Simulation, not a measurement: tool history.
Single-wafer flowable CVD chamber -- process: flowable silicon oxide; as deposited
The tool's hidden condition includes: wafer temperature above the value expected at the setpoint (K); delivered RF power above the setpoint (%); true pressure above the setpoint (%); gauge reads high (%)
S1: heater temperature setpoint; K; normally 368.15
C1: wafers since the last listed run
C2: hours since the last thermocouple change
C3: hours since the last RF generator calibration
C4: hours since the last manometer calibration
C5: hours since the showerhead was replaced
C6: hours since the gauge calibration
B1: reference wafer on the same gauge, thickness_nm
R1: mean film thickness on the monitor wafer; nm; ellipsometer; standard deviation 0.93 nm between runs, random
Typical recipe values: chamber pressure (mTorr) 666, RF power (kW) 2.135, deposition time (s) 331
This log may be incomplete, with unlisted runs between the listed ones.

run 1 day=0 | S1=368.15 chamber_pressure_(mTorr)=666 RF_power_(kW)=2.465 deposition_time_(s)=331 | C1=0 C2=960.4 C3=1862.2 C4=1381.3 C5=2829.7 C6=1061.6 | B1=189.776 | R1=182.998
run 2 day=2.783 | S1=368.15 chamber_pressure_(mTorr)=666 RF_power_(kW)=2.465 deposition_time_(s)=331 | C1=328 C2=1027.2 C3=1929 C4=1448.1 C5=2896.5 C6=1128.4 | B1=189.929 | R1=183.857
-- day=4.154 thermocouple changed; heater temperature recalibrated
run 3 day=5.467 | S1=368.15 chamber_pressure_(mTorr)=666 RF_power_(kW)=2.135 deposition_time_(s)=296 | C1=277 C2=31.5 C3=1993.4 C4=1512.5 C5=2960.9 C6=1192.8 | B1=190.527 | R1=158.643
run 4 day=9.033 | S1=368.15 chamber_pressure_(mTorr)=666 RF_power_(kW)=2.135 deposition_time_(s)=296 | C1=420 C2=117.1 C3=2079 C4=1598.1 C5=3046.5 C6=1278.4 | B1=190.004 | R1=158.297
-- day=21.942 capacitance manometer re-zeroed and calibrated
run 5 day=22.112 | S1=368.15 chamber_pressure_(mTorr)=666 RF_power_(kW)=2.135 deposition_time_(s)=296 | C1=1503 C2=431 C3=2392.9 C4=4.1 C5=3360.4 C6=1592.3 | B1=189.941 | R1=157.644
-- day=22.688 RF generator calibrated
run 6 day=24.692 | S1=368.15 chamber_pressure_(mTorr)=666 RF_power_(kW)=2.135 deposition_time_(s)=331 | C1=264 C2=492.9 C3=48.1 C4=66 C5=3422.3 C6=1654.2 | B1=189.608 | R1=179.318
run 7 day=28.55 | S1=368.15 chamber_pressure_(mTorr)=666 RF_power_(kW)=2.135 deposition_time_(s)=331 | C1=455 C2=585.5 C3=140.7 C4=158.6 C5=3514.9 C6=1746.8 | B1=189.667 | R1=178.213
run 8 day=33.046 | S1=368.15 chamber_pressure_(mTorr)=666 RF_power_(kW)=2.135 deposition_time_(s)=331 | C1=530 C2=693.4 C3=248.6 C4=266.5 C5=3622.8 C6=1854.7 | B1=190.027 | R1=178.024
run 9 day=37.15 | S1=368.15 chamber_pressure_(mTorr)=666 RF_power_(kW)=2.135 deposition_time_(s)=331 | C1=484 C2=791.9 C3=347.1 C4=365 C5=3721.3 C6=1953.2 | B1=190.36 | R1=178.6
-- day=40.254 gauge calibrated
run 10 day=41.638 | S1=368.15 chamber_pressure_(mTorr)=666 RF_power_(kW)=1.775 deposition_time_(s)=331 | C1=529 C2=899.6 C3=454.8 C4=472.7 C5=3829 C6=33.2 | B1=190.005 | R1=173.316
-- day=44.012 showerhead replaced
run 11 day=44.033 | S1=383.15 chamber_pressure_(mTorr)=729 RF_power_(kW)=2.135 deposition_time_(s)=387 | C1=243 C2=957.1 C3=512.3 C4=530.2 C5=0.5 C6=90.7 | B1=190.128 | R1=137.43
-- day=45.208 thermocouple changed; heater temperature recalibrated
run 12 day=48.196 | S1=368.15 chamber_pressure_(mTorr)=666 RF_power_(kW)=2.135 deposition_time_(s)=331 | C1=451 C2=71.7 C3=612.2 C4=630.1 C5=100.4 C6=190.6 | B1=189.328 | R1=174.952
run 13 day=56.158 | S1=368.15 chamber_pressure_(mTorr)=666 RF_power_(kW)=2.135 deposition_time_(s)=331 | C1=939 C2=262.8 C3=803.3 C4=821.2 C5=291.5 C6=381.7 | B1=189.391 | R1=176.392
run 14 day=59.962 | S1=373.15 chamber_pressure_(mTorr)=720 RF_power_(kW)=1.905 deposition_time_(s)=331 | C1=448 C2=354.1 C3=894.6 C4=912.5 C5=382.8 C6=473 | B1=189.874 | R1=157.049
run 15 day=62.342 | S1=368.15 chamber_pressure_(mTorr)=605 RF_power_(kW)=1.93 deposition_time_(s)=331 | C1=280 C2=411.2 C3=951.7 C4=969.6 C5=439.9 C6=530.1 | B1=190.271 | R1=157.283
run 16 day=65.246 | S1=353.15 chamber_pressure_(mTorr)=749 RF_power_(kW)=2.405 deposition_time_(s)=331 | C1=342 C2=480.9 C3=1021.4 C4=1039.3 C5=509.6 C6=599.8 | B1=189.818 | R1=326.508
run 17 day=68.717 | S1=355.15 chamber_pressure_(mTorr)=666 RF_power_(kW)=1.85 deposition_time_(s)=331 | C1=409 C2=564.2 C3=1104.7 C4=1122.6 C5=592.9 C6=683.1 | B1=189.442 | R1=261.574
run 18 day=70.633 | S1=368.15 chamber_pressure_(mTorr)=500 RF_power_(kW)=2.135 deposition_time_(s)=331 | C1=226 C2=610.2 C3=1150.7 C4=1168.6 C5=638.9 C6=729.1 | B1=190.089 | R1=132.818
run 19 day=73.138 | S1=368.15 chamber_pressure_(mTorr)=666 RF_power_(kW)=2.135 deposition_time_(s)=331 | C1=295 C2=670.3 C3=1210.8 C4=1228.7 C5=699 C6=789.2 | B1=190.356 | R1=178.184

5 options for the next run, each taken on its own from the tool as it stands now. Forecast them:
run A day=73.158 | S1=368.15 chamber_pressure_(mTorr)=666 RF_power_(kW)=1.795 deposition_time_(s)=331 | C1=2 C2=670.8 C3=1211.3 C4=1229.2 C5=699.5 C6=789.7 | B1=? | R1=?
run B day=73.158 | S1=368.15 chamber_pressure_(mTorr)=666 RF_power_(kW)=1.975 deposition_time_(s)=331 | C1=2 C2=670.8 C3=1211.3 C4=1229.2 C5=699.5 C6=789.7 | B1=? | R1=?
run C day=73.158 | S1=378.15 chamber_pressure_(mTorr)=782 RF_power_(kW)=1.82 deposition_time_(s)=299 | C1=2 C2=670.8 C3=1211.3 C4=1229.2 C5=699.5 C6=789.7 | B1=? | R1=?
run D day=73.158 | S1=355.15 chamber_pressure_(mTorr)=666 RF_power_(kW)=2.135 deposition_time_(s)=331 | C1=2 C2=670.8 C3=1211.3 C4=1229.2 C5=699.5 C6=789.7 | B1=? | R1=?
run E day=73.158 | S1=374.15 chamber_pressure_(mTorr)=666 RF_power_(kW)=2.135 deposition_time_(s)=331 | C1=2 C2=670.8 C3=1211.3 C4=1229.2 C5=699.5 C6=789.7 | B1=? | R1=?

run=A B1=189.96 R1=173.39
run=B B1=189.96 R1=177.264
run=C B1=189.96 R1=130.874
run=D B1=189.96 R1=274.248
run=E B1=189.96 R1=146.522
The same runs, with their run-to-run variation unchanged, on a tool lacking any hidden condition would have given:
run=A R1=170.998
run=B R1=174.819
run=C R1=129.064
run=D R1=270.764
run=E R1=144.451

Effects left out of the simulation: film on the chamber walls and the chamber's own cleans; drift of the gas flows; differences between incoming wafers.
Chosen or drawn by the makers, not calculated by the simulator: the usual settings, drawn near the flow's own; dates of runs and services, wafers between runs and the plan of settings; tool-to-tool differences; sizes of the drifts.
